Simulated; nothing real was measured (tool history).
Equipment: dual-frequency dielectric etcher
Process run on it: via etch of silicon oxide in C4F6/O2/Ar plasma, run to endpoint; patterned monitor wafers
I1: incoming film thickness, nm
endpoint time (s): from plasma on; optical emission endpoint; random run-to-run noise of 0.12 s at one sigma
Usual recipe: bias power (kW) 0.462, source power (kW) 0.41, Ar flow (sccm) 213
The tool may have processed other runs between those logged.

Run 1, hour 0: usual settings; I1 123.1. Result: endpoint time (s) 28.4.
Run 2, hour 94.6: usual settings but Ar flow (sccm) 231; I1 121.6. Result: endpoint time (s) 28.5.
Run 3, hour 170.2: usual settings but Ar flow (sccm) 231; I1 123.3. Result: endpoint time (s) 28.9.
Run 4, hour 229: usual settings but Ar flow (sccm) 231; I1 122.2. Result: endpoint time (s) 28.8.
Run 5, hour 326: usual settings but source power (kW) 0.49; I1 122.6. Result: endpoint time (s) 27.
Run 6, hour 395.5: usual settings but source power (kW) 0.49; I1 123.2. Result: endpoint time (s) 27.4.
Run 7, hour 474.8: usual settings but source power (kW) 0.49; I1 123.7. Result: endpoint time (s) 27.5.
At hour 614.3: wet clean of the chamber.
Run 8, hour 616: usual settings; I1 123.1. Result: endpoint time (s) 28.
Run 9, hour 701.2: usual settings; I1 124. Result: endpoint time (s) 28.3.
Run 10, hour 783.2: usual settings; I1 123.5. Result: endpoint time (s) 28.6.
Run 11, hour 887.8: usual settings but Ar flow (sccm) 260; I1 124.5. Result: endpoint time (s) 29.6.
At hour 979.3: bias power generator calibrated.
At hour 998.1: Ar flow controller replaced.
Run 12, hour 1016.6: usual settings; I1 123.3. Result: endpoint time (s) 29.1.
At hour 1125.7: wet clean of the chamber.
Run 13, hour 1126.2: usual settings but bias power (kW) 0.561, source power (kW) 0.37, Ar flow (sccm) 247; I1 122.9. Result: endpoint time (s) 28.2.
Run 14, hour 1146: usual settings but bias power (kW) 0.361, source power (kW) 0.34, Ar flow (sccm) 251; I1 122.6. Result: endpoint time (s) 33.1.
At hour 1231.4: source power generator calibrated.
At hour 1234.8: upper electrode replaced.
Run 15, hour 1235.3: usual settings; I1 122.4. Result: endpoint time (s) 28.5.
Run 16, hour 1333: usual settings but bias power (kW) 0.415, source power (kW) 0.44, Ar flow (sccm) 243; I1 123.1. Result: endpoint time (s) 29.4.
Run 17, hour 1386.9: usual settings but bias power (kW) 0.404; I1 123.1. Result: endpoint time (s) 30.4.
Run 18, hour 1449.3: usual settings but Ar flow (sccm) 186; I1 121.8. Result: endpoint time (s) 28.5.
Run 19, hour 1556.3: usual settings but bias power (kW) 0.401, Ar flow (sccm) 234; I1 123.2. Result: endpoint time (s) 31.
Run 20, hour 1653.8: usual settings but source power (kW) 0.38, Ar flow (sccm) 196; I1 123.6. Result: endpoint time (s) 30.2.
At hour 1677.9: wet clean of the chamber.
Run 21, hour 1747.9: usual settings but bias power (kW) 0.38, source power (kW) 0.49, Ar flow (sccm) 178; I1 122.9. Result: endpoint time (s) 28.

For each run, what was the tool's unlogged condition?
bias power that arrives over what is set, %: 0 on each run
source power that arrives over what is set, %: 0 on each run
Ar flow that arrives over what is set, %: 0 on each run
H1: etch rate over this chamber's usual, %
run      H1
  1   0.362
  2  -0.305
  3  -0.838
  4   -1.25
  5   -1.94
  6   -2.43
  7   -2.98
  8   0.708
  9   0.107
 10  -0.471
 11   -1.21
 12   -2.12
 13  -0.633
 14  -0.773
 15    -1.4
 16   -2.09
 17   -2.47
 18   -2.91
 19   -3.66
 20   -4.35
 21  -0.715
